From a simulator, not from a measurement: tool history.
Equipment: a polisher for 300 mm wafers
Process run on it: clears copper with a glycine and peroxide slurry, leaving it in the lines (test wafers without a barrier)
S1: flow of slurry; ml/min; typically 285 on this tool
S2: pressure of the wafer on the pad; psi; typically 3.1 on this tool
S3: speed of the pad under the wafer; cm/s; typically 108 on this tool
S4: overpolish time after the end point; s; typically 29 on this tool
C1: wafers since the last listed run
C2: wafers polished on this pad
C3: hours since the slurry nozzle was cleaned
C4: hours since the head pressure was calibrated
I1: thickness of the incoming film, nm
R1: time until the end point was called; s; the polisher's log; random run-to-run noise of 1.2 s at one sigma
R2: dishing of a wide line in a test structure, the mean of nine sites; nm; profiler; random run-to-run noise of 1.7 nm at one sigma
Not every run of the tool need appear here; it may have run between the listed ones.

run	hour	S1	S2	S3	S4	C1	C2	C3	C4	I1	R1	R2
1	0	285	3.1	82	29	0	153	446.2	840.4	627.5	127.1	76.8
2	39.7	285	3.1	82	29	299	453	485.9	880.1	621.6	126.9	75.6
3	73.6	285	3.1	82	29	255	709	519.8	914	613.4	126.4	73.4
4	101.7	285	3.1	120	29	211	921	547.9	942.1	622.4	98.5	86.6
# hour 133.1: worn pad replaced by a new one
5	135.2	285	3.1	120	29	222	15	581.4	975.6	617.9	87.8	93.3
6	170.9	345	3.1	108	29	269	285	617.1	1011.3	610.8	96.5	89.2
7	186.9	345	3.1	108	29	120	405	633.1	1027.3	621.9	101	85.9
8	219.8	285	3.1	108	29	248	654	666	1060.2	619.9	102.3	88.8
9	233.2	285	3.1	108	29	101	755	679.4	1073.6	624.9	104.8	88.2
10	249.9	285	3.1	108	29	125	881	696.1	1090.3	625.7	108.4	84.3
11	267.6	285	3.1	108	29	133	1014	713.8	1108	626.3	110.9	82.2
12	293.3	285	3.1	92	29	193	1208	739.5	1133.7	624.2	124	77
# hour 305.7: worn pad replaced by a new one
13	315.8	285	3.1	92	29	139	76	762	1156.2	612.3	110.5	83
14	335.1	285	3.1	108	29	145	221	781.3	1175.5	608.9	96.2	85.5
15	362.8	285	3.1	108	29	208	430	809	1203.2	626.2	103	83.8
16	378	285	3.1	108	29	114	545	824.2	1218.4	626.2	104	87
17	395.2	285	3.1	108	29	129	675	841.4	1235.6	619.1	103	84.3
# hour 406.2: slurry nozzle cleaned
18	412.1	205	3.4	108	29	119	795	5.9	1252.5	624.5	97.7	90.2
19	443	285	3.1	122	29	233	1028	36.8	1283.4	626.6	98.8	90.9
20	473.2	385	3.1	108	24	227	1256	67	1313.6	628.9	107.9	72.7
# hour 480.1: worn pad replaced by a new one, of another model than before
21	499.1	195	4	96	29	165	143	92.9	1339.5	614.6	90.1	93.2
22	527.9	285	3.1	108	29	217	360	121.7	1368.3	617.4	99.5	85.2
23	545.7	340	3.1	108	29	134	494	139.5	1386.1	612	100.1	85.7
24	571.8	285	2.3	132	23	196	691	165.6	1412.2	627.1	112.2	67.9
25	598.8	285	2.5	108	29	203	895	192.6	1439.2	627.2	123.3	76.8
26	623.1	315	3.1	108	29	183	1078	216.9	1463.5	616.9	106	83.8
# hour 628.2: worn pad replaced by a new one
# hour 632.2: head pressure recalibrated
27	643	285	2.4	108	42	104	96	236.8	10.8	617.2	115	96.4
28	665.6	285	3.1	108	29	170	266	259.4	33.4	621.2	99.4	86.5
29	686.6	285	3.1	108	29	158	425	280.4	54.4	621.5	104.5	84
30	717.5	375	3.8	146	17	233	658	311.3	85.3	618.5	72.3	73
31	729.7	355	3.1	108	29	92	750	323.5	97.5	621.3	102.4	86.1
32	764.7	235	3.9	108	29	264	1014	358.5	132.5	607.8	91.3	92.7
# hour 779.6: worn pad replaced by a new one
33	784.1	285	3.1	108	29	116	34	377.9	151.9	611.7	99	88.3
34	799.1	375	4.1	134	29	113	147	392.9	166.9	631.9	74.4	105.8

Here are 4 independent what-if runs from the current tool condition. What would each one return?
A	799.6	285	3.1	108	29	3	151	393.4	167.4	614.1	?	?
B	799.6	285	3.8	108	29	3	151	393.4	167.4	614.1	?	?
C	799.6	250	3.1	108	29	3	151	393.4	167.4	614.1	?	?
D	799.6	285	3.1	84	29	3	151	393.4	167.4	614.1	?	?

run	R1	R2
A	99	85.7
B	86.9	94.6
C	99.5	85.5
D	113.4	79.3
What these runs would have given with no unlogged condition in the tool:
run	R1	R2
A	95.5	87.6
B	83.8	96.6
C	95.9	87.4
D	109.3	81.2
